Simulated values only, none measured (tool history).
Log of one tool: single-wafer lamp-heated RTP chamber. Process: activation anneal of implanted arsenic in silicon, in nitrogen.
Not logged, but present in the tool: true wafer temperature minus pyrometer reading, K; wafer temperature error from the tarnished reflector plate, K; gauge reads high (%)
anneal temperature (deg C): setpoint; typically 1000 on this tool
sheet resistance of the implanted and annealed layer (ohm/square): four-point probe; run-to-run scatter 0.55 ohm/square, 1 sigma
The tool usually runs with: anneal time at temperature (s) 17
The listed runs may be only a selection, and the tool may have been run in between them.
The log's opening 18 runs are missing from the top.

run   hour  anneal temperature (deg C)  anneal time at temperature (s)  wafers since the last listed run  wafers since the last pyrometer calibration  wafers since the reflector plate was cleaned  hours since the gauge calibration  read-back reference wafer on the same gauge, sheet resistance  sheet resistance of the implanted and annealed layer (ohm/square)
 19  230.1                         983                              14                               237                                          592                                           602                              121.5                                                         300.31                                                             364.74
 20  272.9                        1000                              17                               593                                         1185                                          1196                              164.3                                                         299.67                                                             360.94
 21  286.2                        1000                              26                               184                                         1370                                          1380                              177.6                                                         299.59                                                             358.98
 22  300.5                        1026                              10                               198                                         1568                                          1578                              191.9                                                         299.18                                                             361.53
 23  314.5                        1029                               8                               194                                         1762                                          1773                              205.9                                                         299.38                                                             362.52
 24  327.3                        1000                              14                               177                                         1940                                          1950                              218.7                                                         299.02                                                             362.49
 25  336.6                        1000                              25                               128                                         2069                                          2079                              228.0                                                         298.94                                                             358.72
 26  344.3                        1000                              17                               106                                         2176                                          2186                              235.7                                                         298.94                                                             359.63
 27  353.1                         987                              17                               122                                         2298                                          2308                              244.5                                                         299.02                                                             361.05
 28  364.2                        1023                              22                               153                                         2452                                          2462                              255.6                                                         298.90                                                             355.00
 29  382.2                         980                               9                               249                                         2701                                          2712                              273.6                                                         298.71                                                             365.16
 30  390.2                        1016                              17                               110                                         2812                                          2823                              281.6                                                         298.65                                                             357.45
 31  400.7                        1017                              11                               145                                         2958                                          2968                              292.1                                                         298.50                                                             360.12
 32  408.4                        1000                              17                               106                                         3065                                          3075                              299.8                                                         298.50                                                             359.35
 33  419.5                         978                              12                               153                                         3219                                          3229                              310.9                                                         298.45                                                             364.38
 34  429.4                        1000                              17                               137                                         3356                                          3366                              320.8                                                         298.44                                                             358.58
 35  439.8                         986                              26                               144                                         3500                                          3510                              331.2                                                         298.40                                                             359.59
 36  449.8                         983                              13                               138                                         3639                                          3649                              341.2                                                         298.36                                                             363.53

Below are 5 alternative next runs, each starting from the tool's condition after run 36. Predict each:
  A  450.2                        1000                              17                                 5                                         3644                                          3655                              341.6                                                              ?                                                                  ?
  B  450.2                         980                              11                                 5                                         3644                                          3655                              341.6                                                              ?                                                                  ?
  C  450.2                         990                              17                                 5                                         3644                                          3655                              341.6                                                              ?                                                                  ?
  D  450.2                        1018                              17                                 5                                         3644                                          3655                              341.6                                                              ?                                                                  ?
  E  450.2                        1021                               9                                 5                                         3644                                          3655                              341.6                                                              ?                                                                  ?

run  read-back reference wafer on the same gauge, sheet resistance  sheet resistance of the implanted and annealed layer (ohm/square)
  A                                                         298.42                                                             359.98
  B                                                         298.42                                                             364.52
  C                                                         298.42                                                             361.19
  D                                                         298.42                                                             357.46
  E                                                         298.42                                                             361.06
With the hidden condition removed and each run's random variation left untouched, the same runs would have given:
run  sheet resistance of the implanted and annealed layer (ohm/square)
  A                                                             364.49
  B                                                             369.08
  C                                                             365.72
  D                                                             361.93
  E                                                             365.58

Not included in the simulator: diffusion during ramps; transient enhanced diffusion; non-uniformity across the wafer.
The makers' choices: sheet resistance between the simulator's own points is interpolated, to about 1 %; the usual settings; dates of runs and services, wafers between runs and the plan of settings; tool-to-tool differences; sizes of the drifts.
